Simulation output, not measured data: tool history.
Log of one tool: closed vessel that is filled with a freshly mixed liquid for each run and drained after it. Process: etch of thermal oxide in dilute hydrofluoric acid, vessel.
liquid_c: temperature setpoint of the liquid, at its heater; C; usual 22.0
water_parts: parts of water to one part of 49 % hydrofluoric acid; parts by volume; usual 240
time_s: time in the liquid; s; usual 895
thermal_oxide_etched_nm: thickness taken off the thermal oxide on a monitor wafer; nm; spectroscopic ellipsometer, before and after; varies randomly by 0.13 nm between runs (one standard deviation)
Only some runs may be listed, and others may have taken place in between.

run    hour  liquid_c  water_parts  time_s  wafers since the last listed run  hours since the thermometer was replaced  hours since the hydrofluoric acid flow meter was replaced  hours since the gauge calibration  read-back film thickness of the thermal oxide reference wafer, read on the same gauge (nm)  thermal_oxide_etched_nm
  1     0.0      22.0          240     895                                 0                                     581.1                                                     1003.9                              683.8                                                                                       90.00                    15.86
  2    89.7      22.0          240     895                              5406                                     670.8                                                     1093.6                              773.5                                                                                       89.99                    15.68
  3   174.8      22.0          240     895                              5129                                     755.9                                                     1178.7                              858.6                                                                                       89.98                    15.93
  4   239.8      22.0          240     895                              3917                                     820.9                                                     1243.7                              923.6                                                                                       89.98                    16.38
  5   464.0      22.0          240     895                             13513                                    1045.1                                                     1467.9                             1147.8                                                                                       89.98                    16.46
      496.3  -- hydrofluoric acid flow meter replaced
      504.8  -- thermometer replaced
  6   561.6      22.0          240     895                              5762                                      56.8                                                       65.3                             1245.4                                                                                       90.00                    14.69
  7   625.9      22.0          240     895                              3875                                     121.1                                                      129.6                             1309.7                                                                                       89.98                    14.62
  8   696.2      22.0          240     895                              4237                                     191.4                                                      199.9                             1380.0                                                                                       90.00                    14.71
  9  1012.9      22.0          315     895                             19088                                     508.1                                                      516.6                             1696.7                                                                                       89.98                    10.75
 10  1109.3      24.0          200     630                              5810                                     604.5                                                      613.0                             1793.1                                                                                       90.02                    14.61
     1141.4  -- gauge calibrated
 11  1185.9      22.0          135     895                              4616                                     681.1                                                      689.6                               44.5                                                                                       90.00                    30.41
 12  1243.6      24.5          240    1170                              3477                                     738.8                                                      747.3                              102.2                                                                                       90.00                    22.11
 13  1303.2      22.0          285    1410                              3592                                     798.4                                                      806.9                              161.8                                                                                       90.03                    19.58

Run 14, settings as shown, results not yet in. Your forecast:
 14  1343.3      22.0          240     895                              2416                                     838.5                                                      847.0                              201.9                                                                                           ?                        ?

read-back film thickness of the thermal oxide reference wafer, read on the same gauge (nm): 90.04
thermal_oxide_etched_nm: 15.56 nm
With no hidden state in the tool, this same run would have given thermal_oxide_etched_nm 14.44 nm.
